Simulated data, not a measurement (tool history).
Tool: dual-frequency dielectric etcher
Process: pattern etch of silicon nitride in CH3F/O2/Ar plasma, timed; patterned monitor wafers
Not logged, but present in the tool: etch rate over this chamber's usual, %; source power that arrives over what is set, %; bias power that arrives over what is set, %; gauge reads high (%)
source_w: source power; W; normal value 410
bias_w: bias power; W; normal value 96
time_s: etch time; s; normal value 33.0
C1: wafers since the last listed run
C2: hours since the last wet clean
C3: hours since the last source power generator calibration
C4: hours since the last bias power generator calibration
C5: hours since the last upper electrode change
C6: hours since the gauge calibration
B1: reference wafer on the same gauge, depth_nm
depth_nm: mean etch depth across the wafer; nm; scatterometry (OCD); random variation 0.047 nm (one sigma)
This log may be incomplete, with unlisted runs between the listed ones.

run 1 hour=0.0 | source_w=410 bias_w=96 time_s=33.0 | C1=0 C2=307.2 C3=2968.2 C4=2090.8 C5=4226.3 C6=131.2 | B1=22.31 | depth_nm=26.55
run 2 hour=71.5 | source_w=410 bias_w=96 time_s=33.0 | C1=1260 C2=378.7 C3=3039.7 C4=2162.3 C5=4297.8 C6=202.7 | B1=22.30 | depth_nm=26.61
run 3 hour=123.7 | source_w=360 bias_w=96 time_s=33.0 | C1=920 C2=430.9 C3=3091.9 C4=2214.5 C5=4350.0 C6=254.9 | B1=22.30 | depth_nm=25.58
run 4 hour=177.0 | source_w=360 bias_w=96 time_s=33.0 | C1=939 C2=484.2 C3=3145.2 C4=2267.8 C5=4403.3 C6=308.2 | B1=22.30 | depth_nm=25.55
run 5 hour=221.5 | source_w=360 bias_w=96 time_s=33.0 | C1=784 C2=528.7 C3=3189.7 C4=2312.3 C5=4447.8 C6=352.7 | B1=22.30 | depth_nm=25.61
-- hour=242.1 bias power generator calibrated
run 6 hour=272.8 | source_w=410 bias_w=109 time_s=35.5 | C1=834 C2=580.0 C3=3241.0 C4=30.7 C5=4499.1 C6=404.0 | B1=22.30 | depth_nm=31.44
-- hour=346.5 wet clean of the chamber
run 7 hour=347.0 | source_w=410 bias_w=109 time_s=35.5 | C1=885 C2=0.5 C3=3315.2 C4=104.9 C5=4573.3 C6=478.2 | B1=22.30 | depth_nm=30.92
-- hour=364.6 source power generator calibrated
run 8 hour=365.1 | source_w=370 bias_w=96 time_s=27.5 | C1=248 C2=18.6 C3=0.5 C4=123.0 C5=4591.4 C6=496.3 | B1=22.30 | depth_nm=21.75
run 9 hour=400.0 | source_w=410 bias_w=96 time_s=33.0 | C1=615 C2=53.5 C3=35.4 C4=157.9 C5=4626.3 C6=531.2 | B1=22.29 | depth_nm=27.04
-- hour=468.4 upper electrode replaced
run 10 hour=468.9 | source_w=500 bias_w=108 time_s=27.0 | C1=791 C2=122.4 C3=104.3 C4=226.8 C5=0.5 C6=600.1 | B1=22.28 | depth_nm=25.07
run 11 hour=527.1 | source_w=450 bias_w=75 time_s=37.5 | C1=1026 C2=180.6 C3=162.5 C4=285.0 C5=58.7 C6=658.3 | B1=22.31 | depth_nm=27.70
run 12 hour=562.1 | source_w=460 bias_w=89 time_s=36.0 | C1=617 C2=215.6 C3=197.5 C4=320.0 C5=93.7 C6=693.3 | B1=22.30 | depth_nm=29.32
-- hour=565.9 gauge calibrated
run 13 hour=626.3 | source_w=480 bias_w=76 time_s=26.0 | C1=1132 C2=279.8 C3=261.7 C4=384.2 C5=157.9 C6=60.4 | B1=22.30 | depth_nm=19.84
run 14 hour=663.1 | source_w=370 bias_w=78 time_s=28.0 | C1=648 C2=316.6 C3=298.5 C4=421.0 C5=194.7 C6=97.2 | B1=22.30 | depth_nm=19.92
run 15 hour=710.0 | source_w=500 bias_w=96 time_s=33.0 | C1=826 C2=363.5 C3=345.4 C4=467.9 C5=241.6 C6=144.1 | B1=22.30 | depth_nm=28.94
run 16 hour=759.8 | source_w=410 bias_w=96 time_s=33.0 | C1=878 C2=413.3 C3=395.2 C4=517.7 C5=291.4 C6=193.9 | B1=22.30 | depth_nm=27.34

Selected run-to-run steps in depth_nm, each split into two signed amounts: the part the tool would show with no hidden state at all (from settings, incoming material and random variation), and the remainder, which goes to the hidden state together with any gauge scatter not common to the measured and the hidden-state-free results:
Run 5 -> 6: source_w 360 -> 410, bias_w 96 -> 109, time_s 33.0 -> 35.5, bias power generator calibrated. depth_nm +5.83 nm: hidden state +0.87, all else +4.96.
Run 12 -> 13: source_w 460 -> 480, bias_w 89 -> 76, time_s 36.0 -> 26.0, gauge calibrated. depth_nm -9.48 nm: hidden state -0.02, all else -9.46.
